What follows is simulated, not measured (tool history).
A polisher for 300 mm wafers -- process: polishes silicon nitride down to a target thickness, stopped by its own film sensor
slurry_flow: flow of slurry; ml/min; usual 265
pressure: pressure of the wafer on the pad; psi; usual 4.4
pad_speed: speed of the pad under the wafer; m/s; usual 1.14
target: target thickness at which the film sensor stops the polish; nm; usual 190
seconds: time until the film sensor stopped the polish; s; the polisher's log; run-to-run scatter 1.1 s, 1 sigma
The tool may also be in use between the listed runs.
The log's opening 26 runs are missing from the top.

run	hour	slurry_flow	pressure	pad_speed	target	wafers since the last listed run	wafers polished on this pad	hours since the slurry nozzle was cleaned	hours since the head pressure was calibrated	incoming thickness of the incoming film, nm	seconds
27	784.3	265	4.4	1.14	190	321	948	338.7	69.2	409.0	92.0
28	804.7	310	4.0	1.48	170	213	1161	359.1	89.6	402.7	85.3
29	828.1	265	4.4	1.14	190	244	1405	382.5	113.0	410.2	92.0
30	857.3	265	5.4	1.14	129	305	1710	411.7	142.2	415.7	96.1
31	879.1	265	4.4	1.14	190	227	1938	433.5	164.0	406.2	88.3
32	898.7	305	4.4	1.14	168	204	2143	453.1	183.6	401.9	96.5
33	923.9	265	4.4	1.14	190	263	2406	478.3	208.8	409.6	88.6
34	950.2	265	3.1	0.76	190	274	2681	504.6	235.1	408.1	177.6
# hour 957.8: worn pad replaced by a new one
35	969.5	265	4.4	1.14	190	159	121	523.9	254.4	410.8	91.7
36	993.8	265	4.4	1.14	190	253	375	548.2	278.7	409.8	91.0
37	1018.1	290	5.1	0.94	148	253	629	572.5	303.0	405.9	107.3

4 ways to go on from here, each from the tool as it stands after run 37. What would each give?
A	1018.6	265	3.4	1.14	190	5	635	573.0	303.5	415.5	?
B	1018.6	265	5.1	1.14	190	5	635	573.0	303.5	415.5	?
C	1018.6	325	4.4	1.14	243	5	635	573.0	303.5	415.5	?
D	1018.6	185	4.4	1.14	190	5	635	573.0	303.5	415.5	?

run	seconds
A	118.1
B	78.7
C	68.8
D	94.1
Stripped of hidden state, with their random variation kept, the same runs would have yielded:
run	seconds
A	126.1
B	84.1
C	73.4
D	100.5

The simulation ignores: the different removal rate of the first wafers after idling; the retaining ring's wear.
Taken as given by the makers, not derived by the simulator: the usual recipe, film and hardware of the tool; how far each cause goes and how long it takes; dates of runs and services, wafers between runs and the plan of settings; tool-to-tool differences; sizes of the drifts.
